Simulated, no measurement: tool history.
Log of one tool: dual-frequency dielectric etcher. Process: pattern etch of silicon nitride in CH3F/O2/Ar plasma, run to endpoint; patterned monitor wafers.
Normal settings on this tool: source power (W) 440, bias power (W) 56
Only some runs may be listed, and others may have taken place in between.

run     day  source power (W)  bias power (W)  wafers since the last listed run  hours since the last wet clean  hours since the last source power generator calibration  hours since the last bias power generator calibration  hours since the last upper electrode change  incoming incoming film thickness, nm  endpoint time (s)
  1   0.000               440              67                                 0                            13.7                                                   4016.7                                                 2906.1                                       4300.5                                 26.25               40.2
  2   1.238               440              67                               329                            43.4                                                   4046.4                                                 2935.8                                       4330.2                                 26.10               40.1
  3   3.921               440              56                               714                           107.8                                                   4110.8                                                 3000.2                                       4394.6                                 26.27               43.1
  4   6.321               440              53                               638                           165.4                                                   4168.4                                                 3057.8                                       4452.2                                 26.11               43.9
  5   7.833               440              53                               402                           201.7                                                   4204.7                                                 3094.1                                       4488.5                                 26.16               43.9
  6  10.346               440              53                               668                           262.0                                                   4265.0                                                 3154.4                                       4548.8                                 25.87               43.4
  7  11.954               440              47                               427                           300.6                                                   4303.6                                                 3193.0                                       4587.4                                 26.25               45.8
     13.896  -- wet clean of the chamber
  8  13.917               440              47                               256                             0.5                                                   4350.7                                                 3240.1                                       4634.5                                 26.25               45.1
  9  15.588               440              47                               444                            40.6                                                   4390.8                                                 3280.2                                       4674.6                                 26.23               45.4
 10  17.742               440              56                               573                            92.3                                                   4442.5                                                 3331.9                                       4726.3                                 26.02               42.4
 11  19.958               440              56                               589                           145.5                                                   4495.7                                                 3385.1                                       4779.5                                 26.36               43.2
 12  21.008               440              56                               279                           170.7                                                   4520.9                                                 3410.3                                       4804.7                                 26.33               43.2
     21.862  -- source power generator calibrated
 13  22.846               440              61                               444                           214.8                                                     23.6                                                 3454.4                                       4848.8                                 26.04               41.8
 14  24.246               480              56                               372                           248.4                                                     57.2                                                 3488.0                                       4882.4                                 26.20               42.4
 15  26.975               360              69                               726                           313.9                                                    122.7                                                 3553.5                                       4947.9                                 26.27               42.9
 16  29.358               350              69                               634                           371.1                                                    179.9                                                 3610.7                                       5005.1                                 26.13               43.1
     30.642  -- wet clean of the chamber
     31.800  -- upper electrode replaced
 17  31.821               500              56                               123                            28.3                                                    239.0                                                 3669.8                                          0.5                                 26.30               41.1
 18  32.979               440              56                               308                            56.1                                                    266.8                                                 3697.6                                         28.3                                 25.99               42.4
 19  35.367               440              53                               635                           113.4                                                    324.1                                                 3754.9                                         85.6                                 26.44               44.0

For run 20, what comes out?
 20  37.700               440              56                               620                           169.4                                                    380.1                                                 3810.9                                        141.6                                 26.28                  ?

Run 20 yielded endpoint time (s) 43.4.
With the hidden condition absent and the run-to-run variation left alone, this run would have shown endpoint time (s) 43.0.
